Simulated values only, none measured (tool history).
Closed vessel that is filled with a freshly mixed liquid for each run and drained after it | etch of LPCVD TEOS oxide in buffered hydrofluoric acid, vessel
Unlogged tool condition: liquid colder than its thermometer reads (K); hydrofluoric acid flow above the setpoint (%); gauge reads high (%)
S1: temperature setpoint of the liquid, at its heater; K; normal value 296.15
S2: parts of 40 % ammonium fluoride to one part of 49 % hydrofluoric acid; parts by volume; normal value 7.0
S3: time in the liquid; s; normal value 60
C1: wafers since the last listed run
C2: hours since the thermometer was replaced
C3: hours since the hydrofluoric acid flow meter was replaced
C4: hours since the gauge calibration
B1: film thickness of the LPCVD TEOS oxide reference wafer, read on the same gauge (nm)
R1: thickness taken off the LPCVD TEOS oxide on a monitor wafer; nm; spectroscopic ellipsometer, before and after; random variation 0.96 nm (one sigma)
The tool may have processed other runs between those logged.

run	day	S1	S2	S3	C1	C2	C3	C4	B1	R1
1	0.000	299.15	7.0	60	0	1864.5	1550.2	187.1	110.00	304.83
2	3.842	299.15	7.0	60	12933	1956.7	1642.4	279.3	109.98	302.70
3	5.229	299.15	7.0	60	4671	1990.0	1675.7	312.6	110.00	305.65
4	5.954	296.15	7.0	40	2440	2007.4	1693.1	330.0	110.01	171.71
5	7.254	296.15	7.0	60	4376	2038.6	1724.3	361.2	110.03	257.06
6	7.908	296.15	7.0	60	2202	2054.3	1740.0	376.9	110.02	257.32
7	8.704	296.15	6.0	60	2679	2073.4	1759.1	396.0	110.01	292.15
8	9.458	296.15	6.0	60	2538	2091.5	1777.2	414.1	110.00	294.15
9	10.033	296.15	7.0	60	1935	2105.3	1791.0	427.9	110.02	258.19
10	11.292	296.15	7.0	60	4236	2135.5	1821.2	458.1	109.97	258.64
11	12.092	296.15	7.0	60	2693	2154.7	1840.4	477.3	109.98	257.23
# day 13.012: gauge calibrated
# day 13.621: hydrofluoric acid flow meter replaced
12	14.933	296.15	7.0	60	9426	2222.9	31.5	46.1	110.00	237.23
13	15.492	296.15	5.0	60	1879	2236.3	44.9	59.5	109.98	316.81
14	16.904	296.15	5.0	60	4755	2270.2	78.8	93.4	110.03	316.71
15	17.504	296.15	7.0	60	2019	2284.6	93.2	107.8	110.01	237.01
16	18.008	293.15	9.5	85	1697	2296.7	105.3	119.9	109.99	207.73
# day 18.242: thermometer replaced
17	19.396	296.15	8.5	40	4530	27.7	138.6	153.2	109.99	141.98
18	20.150	296.15	7.0	60	2538	45.8	156.7	171.3	110.00	260.99
19	21.333	300.15	7.0	35	3983	74.2	185.1	199.7	110.00	189.67
20	22.633	299.15	8.5	70	4376	105.4	216.3	230.9	110.00	292.58
21	23.958	296.15	7.0	30	4460	137.2	248.1	262.7	109.99	130.40
22	24.733	301.15	5.0	50	2609	155.8	266.7	281.3	109.99	380.49
23	26.200	296.15	7.0	60	4937	191.0	301.9	316.5	109.99	261.33
24	27.696	291.65	7.0	60	5035	226.9	337.8	352.4	110.01	203.09
25	28.454	298.15	9.0	30	2552	245.1	356.0	370.6	110.01	110.89
26	29.842	291.65	5.0	35	4671	278.4	389.3	403.9	110.01	158.88
27	30.683	296.15	7.0	80	2833	298.6	409.5	424.1	109.99	348.29
28	31.754	296.15	5.5	40	3604	324.3	435.2	449.8	110.00	214.07

Consider 4 possible next runs. They are alternatives, not a sequence: every one starts from the tool as it was left by run 28. What does each give?
A	31.783	296.15	7.0	60	98	325.0	435.9	450.5	?	?
B	31.783	299.15	5.0	80	98	325.0	435.9	450.5	?	?
C	31.783	293.15	8.5	30	98	325.0	435.9	450.5	?	?
D	31.783	300.15	5.0	60	98	325.0	435.9	450.5	?	?

run	B1	R1
A	110.02	260.55
B	110.02	546.83
C	110.02	89.99
D	110.02	432.76
Without the tool's unlogged condition, the same runs would have read:
run	R1
A	264.35
B	552.99
C	90.73
D	437.52
